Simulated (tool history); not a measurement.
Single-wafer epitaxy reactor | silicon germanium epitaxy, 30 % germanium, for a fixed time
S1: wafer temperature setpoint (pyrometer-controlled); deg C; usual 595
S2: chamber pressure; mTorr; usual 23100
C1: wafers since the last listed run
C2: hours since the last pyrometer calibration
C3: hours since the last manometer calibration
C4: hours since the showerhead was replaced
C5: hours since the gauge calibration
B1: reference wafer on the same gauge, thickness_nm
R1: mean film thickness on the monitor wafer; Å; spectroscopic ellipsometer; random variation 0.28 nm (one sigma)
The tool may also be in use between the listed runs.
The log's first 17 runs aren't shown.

run,hour,S1,S2,C1,C2,C3,C4,C5,B1,R1
18,277.3,595,23100,89,25.2,2512.1,5815.1,176.2,66.418,582.16
# hour 289.1: capacitance manometer re-zeroed and calibrated
# hour 294.7: showerhead replaced, of another model than before
19,329.2,609,27400,536,77.1,40.1,34.5,228.1,66.356,784.33
20,340.4,605,26700,156,88.3,51.3,45.7,239.3,66.510,727.15
21,356.1,595,23100,219,104.0,67.0,61.4,255.0,66.384,587.10
22,371.6,583,28600,216,119.5,82.5,76.9,270.5,66.405,513.39
23,387.7,602,19700,225,135.6,98.6,93.0,286.6,66.343,627.51
24,402.2,602,19700,202,150.1,113.1,107.5,301.1,66.360,629.41
25,410.9,590,18300,121,158.8,121.8,116.2,309.8,66.435,503.61
26,428.8,595,23100,250,176.7,139.7,134.1,327.7,66.434,588.58
27,445.5,602,28600,233,193.4,156.4,150.8,344.4,66.382,712.83
28,461.4,599,26100,222,209.3,172.3,166.7,360.3,66.394,664.46
29,471.7,600,23100,143,219.6,182.6,177.0,370.6,66.347,647.85
30,483.8,581,18400,169,231.7,194.7,189.1,382.7,66.394,433.53
31,491.4,584,21300,106,239.3,202.3,196.7,390.3,66.438,477.34
32,500.8,595,27700,131,248.7,211.7,206.1,399.7,66.407,631.82
33,516.5,595,23100,219,264.4,227.4,221.8,415.4,66.379,596.48
34,530.7,590,28400,198,278.6,241.6,236.0,429.6,66.443,586.40

Forecast each of these 5 alternatives for the next run:
A,531.1,595,20100,5,279.0,242.0,236.4,430.0,?,?
B,531.1,610,21200,5,279.0,242.0,236.4,430.0,?,?
C,531.1,608,23100,5,279.0,242.0,236.4,430.0,?,?
D,531.1,606,28800,5,279.0,242.0,236.4,430.0,?,?
E,531.1,586,20100,5,279.0,242.0,236.4,430.0,?,?

run,B1,R1
A,66.424,566.49
B,66.424,740.48
C,66.424,736.59
D,66.424,766.70
E,66.424,485.45
Without the tool's hidden state the same runs would have given:
run,R1
A,549.19
B,718.56
C,714.68
D,743.81
E,470.34
